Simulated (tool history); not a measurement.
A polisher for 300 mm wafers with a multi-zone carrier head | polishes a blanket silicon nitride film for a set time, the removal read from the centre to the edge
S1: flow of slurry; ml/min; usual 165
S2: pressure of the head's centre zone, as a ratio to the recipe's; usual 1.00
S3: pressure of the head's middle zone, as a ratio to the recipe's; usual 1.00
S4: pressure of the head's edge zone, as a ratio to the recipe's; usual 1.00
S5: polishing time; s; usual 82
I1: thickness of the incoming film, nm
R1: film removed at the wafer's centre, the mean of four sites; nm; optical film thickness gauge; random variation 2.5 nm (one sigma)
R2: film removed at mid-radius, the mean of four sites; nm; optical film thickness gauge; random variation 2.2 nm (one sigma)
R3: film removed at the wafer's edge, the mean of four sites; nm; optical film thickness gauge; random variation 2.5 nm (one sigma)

run	hour	S1	S2	S3	S4	S5	I1	R1	R2	R3
1	0.0	165	1.00	1.00	1.00	82	532.1	160.1	156.2	156.0
2	13.7	165	1.00	1.00	1.00	82	534.0	158.6	154.0	155.9
3	29.6	165	1.00	1.00	1.00	82	542.2	156.3	155.9	160.0
# hour 38.0: carrier head's membrane replaced by a new one, of another model than before
4	44.3	165	1.00	1.00	1.00	82	544.1	157.6	150.9	149.0
5	72.4	165	1.00	1.00	1.00	82	551.6	153.5	151.4	150.4
6	86.6	165	1.00	1.00	1.00	58	538.1	105.8	104.3	107.1
7	141.9	105	1.00	1.00	1.00	82	543.9	129.8	131.5	135.6
# hour 148.4: worn pad replaced by a new one
# hour 161.9: edge zone pressure recalibrated
8	167.2	165	1.00	0.92	1.00	82	535.6	159.9	145.0	159.5
# hour 184.4: slurry nozzle cleaned
9	184.9	165	1.00	1.00	1.00	82	547.6	161.0	153.8	157.5
# hour 201.2: centre zone pressure recalibrated
10	203.8	165	1.00	1.00	1.00	69	543.7	131.1	128.5	134.8
11	221.0	165	1.00	1.00	1.00	82	534.2	151.8	150.1	153.6
12	300.3	110	1.00	0.95	1.00	82	535.9	132.7	122.9	136.8
13	323.3	130	1.07	1.00	1.10	94	536.8	160.8	151.3	167.7
14	354.9	145	0.96	0.89	0.96	82	541.9	135.4	117.1	136.2
# hour 361.6: worn pad replaced by a new one
15	376.0	110	1.00	1.08	1.00	82	537.1	146.9	160.2	158.3
16	401.1	165	1.00	1.00	1.00	101	531.9	204.8	198.9	196.9
17	437.0	165	1.00	1.00	1.00	82	543.2	158.3	153.8	157.3
18	464.7	165	1.00	1.00	1.00	82	543.8	155.1	151.9	154.8
# hour 468.0: slurry nozzle cleaned
19	495.9	165	0.95	1.00	1.00	101	544.8	181.6	181.8	183.8
20	531.6	165	1.00	1.00	1.00	82	529.0	145.3	146.4	147.4
21	551.5	195	1.00	0.89	1.00	82	538.8	153.1	128.8	148.3
# hour 556.2: worn pad replaced by a new one
22	584.4	165	1.00	1.00	1.00	82	535.9	159.2	162.7	163.6

Forecast each of these 4 alternatives for the next run:
A	584.8	165	1.09	1.00	1.00	82	535.1	?	?	?
B	584.8	165	1.12	1.10	1.09	82	535.1	?	?	?
C	584.8	110	0.91	1.00	0.91	82	535.1	?	?	?
D	584.8	220	1.00	1.00	0.91	73	535.1	?	?	?

run	R1	R2	R3
A	167.8	161.6	158.8
B	170.3	180.0	166.2
C	139.3	148.1	141.9
D	150.5	150.4	138.9
Without the tool's hidden state the same runs would have given:
run	R1	R2	R3
A	172.0	165.6	162.7
B	174.5	184.5	170.3
C	142.8	151.7	145.4
D	154.2	154.1	142.3
